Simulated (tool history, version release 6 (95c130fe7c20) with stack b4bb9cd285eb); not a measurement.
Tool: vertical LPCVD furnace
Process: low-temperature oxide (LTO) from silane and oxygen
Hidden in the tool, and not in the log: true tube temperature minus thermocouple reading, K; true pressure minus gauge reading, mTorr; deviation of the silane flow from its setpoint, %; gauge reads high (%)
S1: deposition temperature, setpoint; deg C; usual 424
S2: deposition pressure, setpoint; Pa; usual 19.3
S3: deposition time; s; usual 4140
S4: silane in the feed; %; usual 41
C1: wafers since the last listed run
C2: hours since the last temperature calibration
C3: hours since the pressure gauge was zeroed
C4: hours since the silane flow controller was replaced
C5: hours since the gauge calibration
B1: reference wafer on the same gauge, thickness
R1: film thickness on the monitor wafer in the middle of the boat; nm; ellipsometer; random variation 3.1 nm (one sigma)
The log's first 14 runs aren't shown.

run 15 hour=731.7 | S1=424 S2=19.3 S3=4140 S4=41 | C1=912 C2=3480.8 C3=668.1 C4=130.1 C5=2413.9 | B1=673.28 | R1=572.69
run 16 hour=772.3 | S1=433 S2=19.3 S3=5010 S4=41 | C1=563 C2=3521.4 C3=708.7 C4=170.7 C5=2454.5 | B1=674.37 | R1=753.17
-- hour=811.9 gauge calibrated
run 17 hour=824.0 | S1=424 S2=19.3 S3=4140 S4=36 | C1=717 C2=3573.1 C3=760.4 C4=222.4 C5=12.1 | B1=674.12 | R1=495.40
run 18 hour=887.0 | S1=424 S2=19.3 S3=4140 S4=41 | C1=873 C2=3636.1 C3=823.4 C4=285.4 C5=75.1 | B1=673.99 | R1=572.90
run 19 hour=940.0 | S1=424 S2=19.3 S3=4140 S4=37 | C1=735 C2=3689.1 C3=876.4 C4=338.4 C5=128.1 | B1=674.63 | R1=510.73
run 20 hour=1010.2 | S1=424 S2=19.3 S3=4140 S4=41 | C1=973 C2=3759.3 C3=946.6 C4=408.6 C5=198.3 | B1=673.82 | R1=575.67
run 21 hour=1048.5 | S1=424 S2=19.3 S3=4140 S4=43 | C1=531 C2=3797.6 C3=984.9 C4=446.9 C5=236.6 | B1=673.92 | R1=610.20
run 22 hour=1106.4 | S1=424 S2=19.3 S3=4140 S4=46 | C1=803 C2=3855.5 C3=1042.8 C4=504.8 C5=294.5 | B1=673.66 | R1=644.07
run 23 hour=1155.6 | S1=419 S2=15.3 S3=4140 S4=41 | C1=682 C2=3904.7 C3=1092.0 C4=554.0 C5=343.7 | B1=674.21 | R1=436.81
-- hour=1199.4 thermocouples replaced and temperature profile calibrated
run 24 hour=1222.1 | S1=424 S2=22.7 S3=2520 S4=44 | C1=589 C2=22.7 C3=1158.5 C4=620.5 C5=410.2 | B1=674.04 | R1=443.66
run 25 hour=1288.8 | S1=424 S2=22.7 S3=4140 S4=41 | C1=925 C2=89.4 C3=1225.2 C4=687.2 C5=476.9 | B1=673.96 | R1=675.87
run 26 hour=1342.3 | S1=424 S2=18.0 S3=2520 S4=38 | C1=742 C2=142.9 C3=1278.7 C4=740.7 C5=530.4 | B1=674.01 | R1=303.73
run 27 hour=1478.2 | S1=429 S2=17.3 S3=4140 S4=41 | C1=1885 C2=278.8 C3=1414.6 C4=876.6 C5=666.3 | B1=673.99 | R1=548.60
run 28 hour=1639.8 | S1=419 S2=19.3 S3=5460 S4=41 | C1=2241 C2=440.4 C3=1576.2 C4=1038.2 C5=827.9 | B1=674.22 | R1=729.90
run 29 hour=1681.3 | S1=424 S2=19.3 S3=4140 S4=45 | C1=575 C2=481.9 C3=1617.7 C4=1079.7 C5=869.4 | B1=674.62 | R1=636.15
run 30 hour=1737.9 | S1=424 S2=19.3 S3=4890 S4=41 | C1=785 C2=538.5 C3=1674.3 C4=1136.3 C5=926.0 | B1=673.53 | R1=689.09

Forecast each of these 5 alternatives for the next run:
run A hour=1743.1 | S1=424 S2=17.3 S3=4140 S4=41 | C1=72 C2=543.7 C3=1679.5 C4=1141.5 C5=931.2 | B1=? | R1=?
run B hour=1743.1 | S1=415 S2=16.0 S3=4140 S4=41 | C1=72 C2=543.7 C3=1679.5 C4=1141.5 C5=931.2 | B1=? | R1=?
run C hour=1743.1 | S1=424 S2=19.3 S3=4140 S4=48 | C1=72 C2=543.7 C3=1679.5 C4=1141.5 C5=931.2 | B1=? | R1=?
run D hour=1743.1 | S1=424 S2=19.3 S3=3270 S4=41 | C1=72 C2=543.7 C3=1679.5 C4=1141.5 C5=931.2 | B1=? | R1=?
run E hour=1743.1 | S1=424 S2=19.3 S3=4920 S4=41 | C1=72 C2=543.7 C3=1679.5 C4=1141.5 C5=931.2 | B1=? | R1=?

run=A B1=673.90 R1=524.64
run=B B1=673.90 R1=442.32
run=C B1=673.90 R1=675.22
run=D B1=673.90 R1=462.21
run=E B1=673.90 R1=695.43
Without the tool's hidden state the same runs would have given:
run=A R1=513.43
run=B R1=432.60
run=C R1=665.66
run=D R1=452.33
run=E R1=680.57

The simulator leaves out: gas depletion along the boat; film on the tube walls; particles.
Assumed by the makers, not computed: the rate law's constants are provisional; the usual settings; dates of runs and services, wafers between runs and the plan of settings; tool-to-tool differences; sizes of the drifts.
